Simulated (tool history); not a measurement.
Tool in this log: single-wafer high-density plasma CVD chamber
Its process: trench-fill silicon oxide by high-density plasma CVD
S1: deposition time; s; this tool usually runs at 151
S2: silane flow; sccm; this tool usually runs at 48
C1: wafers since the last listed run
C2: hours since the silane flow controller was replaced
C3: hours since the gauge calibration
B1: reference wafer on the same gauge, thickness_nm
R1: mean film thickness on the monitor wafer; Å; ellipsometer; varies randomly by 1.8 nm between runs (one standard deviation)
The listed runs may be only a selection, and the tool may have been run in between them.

run   hour   S1  S2   C1      C2     C3       B1       R1
  1    0.0  151  46    0  1502.1  229.6  715.172  5888.24
  2   13.3  151  46  119  1515.4  242.9  714.786  5904.32
  3   23.4  167  41   90  1525.5  253.0  715.036  5792.63
  4   37.6  151  48  127  1539.7  267.2  714.626  6124.58
  5   53.4  151  48  141  1555.5  283.0  715.244  6135.10
  6   61.2  151  48   69  1563.3  290.8  714.415  6123.83
  7   76.7  151  48  138  1578.8  306.3  715.388  6131.56
  8   85.5  151  48   78  1587.6  315.1  715.088  6101.24
  9   95.8  151  45   92  1597.9  325.4  715.305  5725.46
 10  108.4  151  45  112  1610.5  338.0  715.336  5737.39
 11  120.0  151  45  103  1622.1  349.6  715.342  5741.94
 12  131.8  151  48  105  1633.9  361.4  715.013  6113.81
 13  143.4  151  48  103  1645.5  373.0  714.580  6121.42
 14  150.5  151  48   63  1652.6  380.1  715.573  6143.76
 15  168.2  151  48  158  1670.3  397.8  715.235  6112.13
 16  177.6  151  48   84  1679.7  407.2  714.905  6121.97
 17  187.7  151  48   90  1689.8  417.3  715.184  6134.71
 18  198.9  151  48  100  1701.0  428.5  714.912  6132.14
 19  248.0  151  48  439  1750.1  477.6  715.276  6072.90
 20  260.7  151  48  113  1762.8  490.3  715.300  6114.86
 21  278.7  170  48  161  1780.8  508.3  715.699  6913.96
 22  290.7  151  48  107  1792.8  520.3  714.981  6118.78
 23  297.0  171  48   56  1799.1  526.6  714.654  6959.11
 24  314.9  137  48  160  1817.0  544.5  715.087  5567.44
 25  343.2  172  44  253  1845.3  572.8  715.121  6384.53
     353.3  -- silane flow controller replaced
 26  353.8  142  48   23     0.5  583.4  714.589  6046.32
 27  369.5  124  39  140    16.2  599.1  714.919  4277.21
 28  377.4  167  55   70    24.1  607.0  714.696  8130.92
 29  393.4  151  48  143    40.1  623.0  714.431  6392.89
 30  402.0  161  44   77    48.7  631.6  715.215  6281.63
     411.6  -- gauge calibrated
 31  416.2  172  48  127    62.9    4.6  715.420  7310.73
 32  428.8  151  48  112    75.5   17.2  714.865  6372.69
 33  437.0  151  48   73    83.7   25.4  714.967  6374.89
 34  443.5  151  57   58    90.2   31.9  714.898  7580.54
 35  458.3  151  48  132   105.0   46.7  714.591  6393.24
 36  472.8  151  46  129   119.5   61.2  714.717  6120.37
 37  479.8  167  55   62   126.5   68.2  714.969  8031.16
 38  488.5  123  48   77   135.2   76.9  715.254  5191.46
 39  522.1  125  43  300   168.8  110.5  715.054  4722.78
 40  531.2  125  39   81   177.9  119.6  715.335  4271.49
 41  538.5  180  48   65   185.2  126.9  715.305  7564.23
 42  552.4  151  43  124   199.1  140.8  714.980  5686.35
 43  568.6  126  41  145   215.3  157.0  715.573  4484.38
 44  586.5  151  48  160   233.2  174.9  715.345  6329.73
 45  602.0  151  48  138   248.7  190.4  715.369  6300.17

A few steps of R1 between consecutive runs. Split each: what settings, incoming material and random variation would produce without the hidden state, and what is left over for the hidden state, along with gauge scatter present in only one of the two compared results (measured, and without hidden state):
Hidden conditions of the tool in this case: delivered silane flow above the setpoint (%); gauge reads high (%).
Run 23 -> 24: S1 171 -> 137. R1 -1391.67 Å: hidden state +69.76, all else -1461.43.
Run 25 -> 26: S1 172 -> 142, S2 44 -> 48, silane flow controller replaced. R1 -338.21 Å: hidden state +332.37, all else -670.58.
Run 27 -> 28: S1 124 -> 167, S2 39 -> 55. R1 +3853.71 Å: hidden state -6.60, all else +3860.31.
Run 37 -> 38: S1 167 -> 123, S2 55 -> 48. R1 -2839.70 Å: hidden state +22.64, all else -2862.34.
Run 40 -> 41: S1 125 -> 180, S2 39 -> 48. R1 +3292.74 Å: hidden state -46.36, all else +3339.10.
